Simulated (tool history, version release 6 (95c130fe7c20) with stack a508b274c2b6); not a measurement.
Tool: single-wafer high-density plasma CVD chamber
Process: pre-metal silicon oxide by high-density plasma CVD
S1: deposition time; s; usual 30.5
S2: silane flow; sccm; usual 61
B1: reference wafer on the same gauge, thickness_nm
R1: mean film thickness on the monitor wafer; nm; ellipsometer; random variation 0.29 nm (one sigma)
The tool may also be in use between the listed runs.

{"run": 1, "hour": 0.0, "S1": 30.5, "S2": 71, "B1": 177.013, "R1": 213.785}
{"run": 2, "hour": 25.2, "S1": 30.5, "S2": 57, "B1": 177.128, "R1": 174.491}
{"run": 3, "hour": 112.6, "S1": 30.5, "S2": 57, "B1": 176.996, "R1": 174.823}
{"run": 4, "hour": 142.8, "S1": 30.5, "S2": 56, "B1": 177.057, "R1": 172.134}
{"run": 5, "hour": 168.3, "S1": 30.5, "S2": 56, "B1": 176.882, "R1": 172.24}
{"run": 6, "hour": 199.1, "S1": 30.5, "S2": 61, "B1": 176.868, "R1": 186.184}
{"run": 7, "hour": 227.8, "S1": 30.5, "S2": 61, "B1": 176.888, "R1": 185.887}
{"hour": 258.6, "done": "silane flow controller replaced"}
{"run": 8, "hour": 259.1, "S1": 30.5, "S2": 61, "B1": 176.957, "R1": 177.782}
{"run": 9, "hour": 267.1, "S1": 30.5, "S2": 61, "B1": 176.933, "R1": 177.774}
{"run": 10, "hour": 285.4, "S1": 30.5, "S2": 61, "B1": 177.125, "R1": 177.886}
{"run": 11, "hour": 313.6, "S1": 30.5, "S2": 61, "B1": 176.947, "R1": 177.961}
{"run": 12, "hour": 328.3, "S1": 30.5, "S2": 61, "B1": 177.055, "R1": 177.445}
{"run": 13, "hour": 359.7, "S1": 30.5, "S2": 61, "B1": 177.088, "R1": 178.037}
{"run": 14, "hour": 388.3, "S1": 30.5, "S2": 61, "B1": 177.168, "R1": 178.101}
{"run": 15, "hour": 416.7, "S1": 30.5, "S2": 61, "B1": 177.1, "R1": 177.752}
{"hour": 422.5, "done": "gauge calibrated"}
{"run": 16, "hour": 432.0, "S1": 25.8, "S2": 64, "B1": 177.08, "R1": 157.28}
{"run": 17, "hour": 458.6, "S1": 27.0, "S2": 50, "B1": 176.992, "R1": 132.308}
{"run": 18, "hour": 476.2, "S1": 30.5, "S2": 61, "B1": 176.972, "R1": 178.411}
{"run": 19, "hour": 496.2, "S1": 36.5, "S2": 56, "B1": 176.908, "R1": 198.026}
{"run": 20, "hour": 515.0, "S1": 25.1, "S2": 65, "B1": 176.99, "R1": 155.58}
{"run": 21, "hour": 531.2, "S1": 30.5, "S2": 61, "B1": 176.902, "R1": 178.137}
{"run": 22, "hour": 553.4, "S1": 27.5, "S2": 54, "B1": 176.994, "R1": 143.869}
{"run": 23, "hour": 587.3, "S1": 25.5, "S2": 58, "B1": 177.047, "R1": 142.7}
{"run": 24, "hour": 603.7, "S1": 24.8, "S2": 51, "B1": 176.876, "R1": 123.543}
{"run": 25, "hour": 624.6, "S1": 30.5, "S2": 61, "B1": 176.973, "R1": 178.616}
{"run": 26, "hour": 655.5, "S1": 34.6, "S2": 69, "B1": 176.949, "R1": 226.613}
{"run": 27, "hour": 675.9, "S1": 33.1, "S2": 69, "B1": 176.972, "R1": 217.216}
{"run": 28, "hour": 698.9, "S1": 25.6, "S2": 57, "B1": 176.856, "R1": 141.172}
{"run": 29, "hour": 719.2, "S1": 24.6, "S2": 65, "B1": 176.95, "R1": 152.643}
{"run": 30, "hour": 732.7, "S1": 30.5, "S2": 61, "B1": 177.021, "R1": 178.786}
{"run": 31, "hour": 762.9, "S1": 26.7, "S2": 55, "B1": 176.95, "R1": 142.542}

Hidden state or all else? Some run-to-run changes of R1, split into what the settings, what came in and random variation would give without the hidden state, and what is left for the hidden state (with any gauge scatter that isn't in both results):
The hidden state here: delivered silane flow above the setpoint (%); gauge reads high (%).
Run 1 -> 2: S2 71 -> 57. R1 -39.294 nm: hidden state -1.744, all else -37.550.
Run 5 -> 6: S2 56 -> 61. R1 +13.944 nm: hidden state +0.710, all else +13.234.
Run 7 -> 8: silane flow controller replaced. R1 -8.105 nm: hidden state -8.514, all else +0.409.
Run 24 -> 25: S1 24.8 -> 30.5, S2 51 -> 61. R1 +55.073 nm: hidden state +0.341, all else +54.732.
Run 25 -> 26: S1 30.5 -> 34.6, S2 61 -> 69. R1 +47.997 nm: hidden state +0.345, all else +47.652.
Run 27 -> 28: S1 33.1 -> 25.6, S2 69 -> 57. R1 -76.044 nm: hidden state -0.440, all else -75.604.
